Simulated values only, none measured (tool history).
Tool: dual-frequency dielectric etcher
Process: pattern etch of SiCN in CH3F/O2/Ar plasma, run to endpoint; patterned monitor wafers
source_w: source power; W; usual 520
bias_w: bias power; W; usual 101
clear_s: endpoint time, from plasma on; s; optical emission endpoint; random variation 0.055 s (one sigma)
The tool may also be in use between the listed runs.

run	hour	source_w	bias_w	incoming incoming film thickness, nm	clear_s
1	0	520	101	8.78	17.9
2	106.3	520	101	8.74	17.6
3	146	520	101	8.79	17.9
4	226.2	520	101	8.79	17.8
5	330	520	101	8.86	17.9
6	369.8	520	101	8.88	18
7	474.1	520	101	8.68	17.7
8	565.2	520	101	8.74	17.8
9	612.2	520	101	8.76	17.9
10	704	520	101	8.83	18.1
11	764.9	520	101	8.73	17.9
12	936.1	520	101	8.84	17.8
13	1041.4	520	101	8.93	18.1
14	1109.8	560	120	8.83	16.6
15	1196.4	520	101	8.77	18
16	1303.9	560	93	8.86	18.2
17	1358.2	420	112	8.8	18.3
18	1418.5	520	101	8.81	18.1
19	1473.3	520	101	8.83	18.3
20	1565.6	520	101	8.76	17.8
21	1632.1	520	101	8.86	18.1
22	1680.9	430	86	8.73	19.6
23	1744.3	560	118	8.81	16.7
24	1809.5	520	101	8.9	18.1
25	1903.5	600	82	8.81	18.4
26	2008.7	630	112	8.83	16.5
27	2223.5	610	84	8.85	18.3
28	2297.5	590	115	8.85	16.5
29	2381.5	520	101	8.86	17.9
30	2444.5	440	80	8.91	20.3
31	2488.5	600	114	8.78	16.4
32	2566.6	520	93	8.84	18.5
33	2619.8	620	111	8.81	16.5
34	2721.3	630	84	8.78	17.9
35	2758.4	520	101	8.72	17.8
36	2818.2	440	85	8.8	19.8

Taken out of this log: 7 entries between the listed runs. Where each belongs, and how the hidden state differs across it:
Between runs 1 and 2: wet clean of the chamber (hour 41.2)
  etch rate over this chamber's usual, %: -1.35 -> -0.288; source power that arrives over what is set, %: 3.29 -> 3.38
Between runs 11 and 12: bias power generator calibrated (hour 823.2); wet clean of the chamber (hour 872.5)
  etch rate over this chamber's usual, %: -1.68 -> -0.384; source power that arrives over what is set, %: 3.76 -> 3.83
Between runs 15 and 16: upper electrode replaced (hour 1303.4)
  etch rate over this chamber's usual, %: -0.933 -> -1.16; source power that arrives over what is set, %: 3.91 -> 3.94
Between runs 17 and 18: source power generator calibrated (hour 1372.7)
  etch rate over this chamber's usual, %: -1.27 -> -1.4; source power that arrives over what is set, %: 3.95 -> 0.266
Between runs 19 and 20: wet clean of the chamber (hour 1517)
  etch rate over this chamber's usual, %: -1.52 -> -0.112; source power that arrives over what is set, %: 0.528 -> 0.94
Between runs 27 and 28: wet clean of the chamber (hour 2277.2)
  etch rate over this chamber's usual, %: -1.5 -> 0.0213; source power that arrives over what is set, %: 3.01 -> 3.17
